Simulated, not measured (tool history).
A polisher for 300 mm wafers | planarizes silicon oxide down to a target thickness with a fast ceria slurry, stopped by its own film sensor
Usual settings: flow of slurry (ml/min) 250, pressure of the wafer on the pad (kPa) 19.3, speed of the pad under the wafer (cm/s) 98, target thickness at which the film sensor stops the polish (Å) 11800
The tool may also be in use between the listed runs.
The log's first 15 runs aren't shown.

run,hour,flow of slurry (ml/min),pressure of the wafer on the pad (kPa),speed of the pad under the wafer (cm/s),target thickness at which the film sensor stops the polish (Å),"incoming thickness of the incoming film, nm",time until the film sensor stopped the polish (s)
# hour 407.7: head pressure recalibrated
16,417.5,250,19.3,98,11800,1891.3,37.8
# hour 485.3: worn pad replaced by a new one
17,509.1,250,19.3,98,9900,1881.9,47.8
# hour 527.8: head pressure recalibrated, repeated, since the last time left the tool worse
18,536.0,250,15.9,98,12910,1885.8,45.2
19,569.4,250,19.3,98,11800,1886.8,44.2
20,589.7,250,19.3,90,14180,1879.4,31.5
# hour 599.2: slurry nozzle cleaned
21,605.8,310,19.3,98,11800,1845.5,41.4
22,620.7,165,19.3,98,11800,1852.1,44.8
23,645.9,250,21.4,98,11800,1886.5,40.9
# hour 650.0: worn pad replaced by a new one
24,665.9,190,19.3,76,11800,1887.9,59.6
25,694.2,250,19.3,98,11800,1857.3,45.6
26,715.2,330,24.8,110,13830,1849.9,20.4
27,731.1,250,16.5,128,11800,1878.8,41.5
28,749.4,250,23.4,130,13490,1862.4,20.6
29,781.5,250,19.3,98,11800,1887.0,46.5
30,794.0,250,19.3,98,11800,1859.8,44.7
31,819.7,250,21.4,98,11800,1863.7,40.9
# hour 853.2: worn pad replaced by a new one
32,853.7,250,19.3,98,11800,1879.5,45.6
33,883.4,205,12.4,82,12800,1910.0,81.6

4 ways to go on from here, each from the tool as it stands after run 33. What would each give?
A,883.8,250,19.3,98,11800,1896.7,?
B,883.8,325,23.4,98,13000,1896.7,?
C,883.8,250,19.3,98,10350,1896.7,?
D,883.8,195,21.4,108,10920,1896.7,?

run,time until the film sensor stopped the polish (s)
A,49.6
B,33.2
C,59.7
D,47.1
Without the tool's hidden state the same runs would have given:
run,time until the film sensor stopped the polish (s)
A,46.4
B,31.0
C,55.8
D,44.1
